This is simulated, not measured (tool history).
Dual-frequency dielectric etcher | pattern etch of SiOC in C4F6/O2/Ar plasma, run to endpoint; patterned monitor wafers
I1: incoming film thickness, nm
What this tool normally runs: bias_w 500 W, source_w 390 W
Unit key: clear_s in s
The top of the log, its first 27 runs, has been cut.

run 28 day=81.717 | bias_w=500 source_w=390 | I1=50.3 | clear_s=17.7
run 29 day=84.158 | bias_w=500 source_w=390 | I1=50.6 | clear_s=17.9
-- day=86.083 source power generator calibrated
run 30 day=88.25 | bias_w=500 source_w=450 | I1=50.7 | clear_s=17
run 31 day=89.858 | bias_w=500 source_w=420 | I1=50.5 | clear_s=17.5
-- day=93 wet clean of the chamber
run 32 day=101.371 | bias_w=500 source_w=320 | I1=50.2 | clear_s=19
run 33 day=105.221 | bias_w=412 source_w=360 | I1=50.3 | clear_s=19.5
run 34 day=107.308 | bias_w=616 source_w=350 | I1=50.7 | clear_s=17.7
run 35 day=116.229 | bias_w=500 source_w=440 | I1=50.1 | clear_s=16.8
run 36 day=117.821 | bias_w=500 source_w=430 | I1=50.3 | clear_s=17.1

Here are 3 independent what-if runs from the current tool condition. What would each one return?
run A day=117.838 | bias_w=418 source_w=390 | I1=50.6 | clear_s=?
run B day=117.838 | bias_w=459 source_w=390 | I1=50.6 | clear_s=?
run C day=117.838 | bias_w=533 source_w=430 | I1=50.6 | clear_s=?

run=A clear_s=19.3
run=B clear_s=18.8
run=C clear_s=17.2
Stripped of hidden state, with their random variation kept, the same runs would have yielded:
run=A clear_s=18.7
run=B clear_s=18.1
run=C clear_s=16.6
